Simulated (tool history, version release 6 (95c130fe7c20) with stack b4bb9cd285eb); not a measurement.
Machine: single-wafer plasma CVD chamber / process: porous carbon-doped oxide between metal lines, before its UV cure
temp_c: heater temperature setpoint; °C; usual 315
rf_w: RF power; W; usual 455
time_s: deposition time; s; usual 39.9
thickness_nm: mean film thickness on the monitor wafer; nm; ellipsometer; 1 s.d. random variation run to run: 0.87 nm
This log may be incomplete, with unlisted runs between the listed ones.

| run | day | temp_c | rf_w | time_s | read-back reference wafer on the same gauge, thickness_nm | thickness_nm |
|---|---|---|---|---|---|---|
| 1 | 0 | 315 | 455 | 36.5 | 160.785 | 171.28 |
| 2 | 2.925 | 315 | 455 | 36.5 | 160.865 | 171.306 |
|  | 3.196 | gauge calibrated |
| 3 | 4.683 | 315 | 455 | 36.5 | 165.24 | 175.398 |
| 4 | 6.075 | 315 | 455 | 39.9 | 164.854 | 189.931 |
| 5 | 8.804 | 315 | 455 | 39.9 | 163.794 | 191.209 |
| 6 | 10.792 | 306 | 455 | 39.9 | 163.423 | 197.999 |
| 7 | 12.017 | 306 | 455 | 39.9 | 163.224 | 195.743 |
|  | 12.958 | RF generator calibrated |
| 8 | 13.946 | 315 | 455 | 39.9 | 162.837 | 189.435 |
| 9 | 16.5 | 315 | 455 | 36.9 | 162.35 | 174.373 |
|  | 17.821 | showerhead replaced |
| 10 | 24.738 | 310 | 370 | 42.8 | 161.813 | 174.213 |
| 11 | 26.629 | 307 | 400 | 33.5 | 161.595 | 147.634 |
| 12 | 28.3 | 315 | 455 | 39.9 | 161.612 | 186.336 |
|  | 28.604 | gauge calibrated |
| 13 | 31.017 | 305 | 430 | 42.5 | 164.171 | 203.339 |
|  | 31.738 | thermocouple changed; heater temperature recalibrated |
| 14 | 33.6 | 315 | 455 | 36.9 | 163.258 | 176.544 |
| 15 | 35.342 | 303 | 455 | 39.9 | 162.694 | 201.568 |
| 16 | 37.462 | 311 | 385 | 45.2 | 162.211 | 188.102 |
| 17 | 40.2 | 315 | 455 | 39.9 | 161.88 | 187.527 |
| 18 | 41.262 | 323 | 420 | 32 | 161.703 | 137.055 |
| 19 | 42.679 | 315 | 455 | 39.9 | 161.638 | 189.431 |

Predict each of these 5 candidate next runs independently; none follows another, all start after run 19:
| A | 42.696 | 315 | 455 | 39.9 | ? | ? |
| B | 42.696 | 300 | 430 | 37.5 | ? | ? |
| C | 42.696 | 307 | 410 | 44.5 | ? | ? |
| D | 42.696 | 320 | 455 | 46.5 | ? | ? |
| E | 42.696 | 304 | 370 | 43.1 | ? | ? |

| run | read-back reference wafer on the same gauge, thickness_nm | thickness_nm |
|---|---|---|
| A | 161.571 | 187.805 |
| B | 161.571 | 181.514 |
| C | 161.571 | 199.569 |
| D | 161.571 | 213.193 |
| E | 161.571 | 180.549 |
Take away the tool's hidden state, keep each run's random variation, and the runs would have read:
| run | thickness_nm |
|---|---|
| A | 191.811 |
| B | 185.386 |
| C | 203.826 |
| D | 217.741 |
| E | 184.4 |

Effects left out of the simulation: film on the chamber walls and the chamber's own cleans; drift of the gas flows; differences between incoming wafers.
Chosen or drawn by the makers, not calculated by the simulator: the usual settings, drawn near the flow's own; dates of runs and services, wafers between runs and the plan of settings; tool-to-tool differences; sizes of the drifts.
